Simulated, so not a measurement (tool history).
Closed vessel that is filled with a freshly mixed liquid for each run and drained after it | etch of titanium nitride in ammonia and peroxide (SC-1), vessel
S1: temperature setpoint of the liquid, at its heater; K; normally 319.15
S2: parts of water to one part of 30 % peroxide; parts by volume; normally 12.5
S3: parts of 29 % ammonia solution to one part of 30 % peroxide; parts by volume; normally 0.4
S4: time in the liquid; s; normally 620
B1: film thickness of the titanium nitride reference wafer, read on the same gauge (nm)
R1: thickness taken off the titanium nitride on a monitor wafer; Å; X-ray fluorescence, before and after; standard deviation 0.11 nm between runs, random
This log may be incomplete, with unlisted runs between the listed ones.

run 1 hour=0 | S1=319.15 S2=12.5 S3=0.4 S4=620 | B1=90.01 | R1=197.6
run 2 hour=7.2 | S1=319.15 S2=12.5 S3=0.4 S4=620 | B1=90 | R1=199
run 3 hour=15.2 | S1=319.15 S2=12.5 S3=0.4 S4=620 | B1=90.01 | R1=196.4
run 4 hour=29.3 | S1=319.15 S2=12.5 S3=0.25 S4=620 | B1=89.98 | R1=182.5
run 5 hour=42.6 | S1=319.15 S2=12.5 S3=0.25 S4=620 | B1=89.98 | R1=180.4
run 6 hour=49 | S1=319.15 S2=12.5 S3=0.25 S4=620 | B1=90.02 | R1=182.3
run 7 hour=57.4 | S1=319.15 S2=12.5 S3=0.4 S4=820 | B1=90 | R1=263.6
run 8 hour=65.5 | S1=319.15 S2=12.5 S3=0.4 S4=820 | B1=89.99 | R1=264.2
run 9 hour=71.7 | S1=319.15 S2=12.5 S3=0.4 S4=620 | B1=89.98 | R1=196.6
-- hour=72.9 ammonia flow meter replaced
run 10 hour=99.6 | S1=319.15 S2=12.5 S3=0.4 S4=620 | B1=89.99 | R1=196.2
run 11 hour=106.5 | S1=311.65 S2=8 S3=0.6 S4=880 | B1=89.98 | R1=219.8
run 12 hour=116.5 | S1=319.15 S2=12.5 S3=0.4 S4=385 | B1=90.01 | R1=123.2
run 13 hour=134.4 | S1=329.15 S2=7.5 S3=0.4 S4=940 | B1=90 | R1=785.4
-- hour=135.6 gauge calibrated
run 14 hour=151.7 | S1=319.15 S2=12.5 S3=0.4 S4=620 | B1=89.99 | R1=198.8
-- hour=161.6 new drum of ammonia solution connected
run 15 hour=165.5 | S1=319.15 S2=8 S3=0.5 S4=620 | B1=90 | R1=261.6
run 16 hour=172.4 | S1=311.15 S2=12.5 S3=0.4 S4=620 | B1=90.01 | R1=110.2
-- hour=176.3 thermometer replaced
run 17 hour=188.3 | S1=312.65 S2=12.5 S3=0.4 S4=620 | B1=89.99 | R1=123.8
run 18 hour=202.2 | S1=319.15 S2=12.5 S3=0.4 S4=620 | B1=89.99 | R1=198
run 19 hour=211.6 | S1=323.15 S2=16.5 S3=0.35 S4=970 | B1=89.98 | R1=344.4
run 20 hour=218.8 | S1=319.15 S2=12.5 S3=0.4 S4=620 | B1=90 | R1=199.8

Forecast run 21:
run 21 hour=235.7 | S1=319.15 S2=12.5 S3=0.4 S4=620 | B1=? | R1=?

{"run 21": {"B1": 89.99, "R1": 197.4}}
Minus the tool's unlogged condition, the same run would have read R1 197.4 Å.

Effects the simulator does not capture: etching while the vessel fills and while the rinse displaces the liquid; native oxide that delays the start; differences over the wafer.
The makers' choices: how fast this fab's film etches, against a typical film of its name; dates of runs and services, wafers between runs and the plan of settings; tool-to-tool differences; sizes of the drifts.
